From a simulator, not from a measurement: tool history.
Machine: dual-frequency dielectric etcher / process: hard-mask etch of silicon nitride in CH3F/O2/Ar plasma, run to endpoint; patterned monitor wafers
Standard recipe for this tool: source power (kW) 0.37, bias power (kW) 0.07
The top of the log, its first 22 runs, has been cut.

| run | hour | source power (kW) | bias power (kW) | wafers since the last listed run | hours since the last wet clean | hours since the last source power generator calibration | hours since the last bias power generator calibration | hours since the last upper electrode change | incoming incoming film thickness, nm | endpoint time (s) |
|---|---|---|---|---|---|---|---|---|---|---|
| 23 | 285.1 | 0.37 | 0.075 | 60 | 174.9 | 20.2 | 142.4 | 196.5 | 51.8 | 74.1 |
| 24 | 293 | 0.37 | 0.07 | 75 | 182.8 | 28.1 | 150.3 | 204.4 | 51.7 | 77 |
| 25 | 302.1 | 0.37 | 0.07 | 87 | 191.9 | 37.2 | 159.4 | 213.5 | 51.8 | 76.9 |
| 26 | 333 | 0.3 | 0.057 | 296 | 222.8 | 68.1 | 190.3 | 244.4 | 51.5 | 89.1 |
| 27 | 344.6 | 0.32 | 0.086 | 111 | 234.4 | 79.7 | 201.9 | 256 | 51.5 | 73.9 |
| 28 | 359.6 | 0.37 | 0.07 | 144 | 249.4 | 94.7 | 216.9 | 271 | 52.2 | 76.5 |
| 29 | 373.9 | 0.37 | 0.07 | 137 | 263.7 | 109 | 231.2 | 285.3 | 51.9 | 76.2 |
| 30 | 382.5 | 0.42 | 0.057 | 82 | 272.3 | 117.6 | 239.8 | 293.9 | 52.1 | 79.7 |
| 31 | 396.2 | 0.37 | 0.07 | 131 | 286 | 131.3 | 253.5 | 307.6 | 51.1 | 75.4 |
| 32 | 402.6 | 0.37 | 0.058 | 61 | 292.4 | 137.7 | 259.9 | 314 | 51.6 | 81.3 |
| 33 | 412.6 | 0.37 | 0.07 | 96 | 302.4 | 147.7 | 269.9 | 324 | 52.2 | 75 |

What will run 34 give?
| 34 | 423.4 | 0.37 | 0.07 | 103 | 313.2 | 158.5 | 280.7 | 334.8 | 52.4 | ? |

Run 34 gave endpoint time (s) 75.9.
Take away the tool's hidden state, keep the run-to-run variation as it was, and the same run would have given endpoint time (s) 77.3.
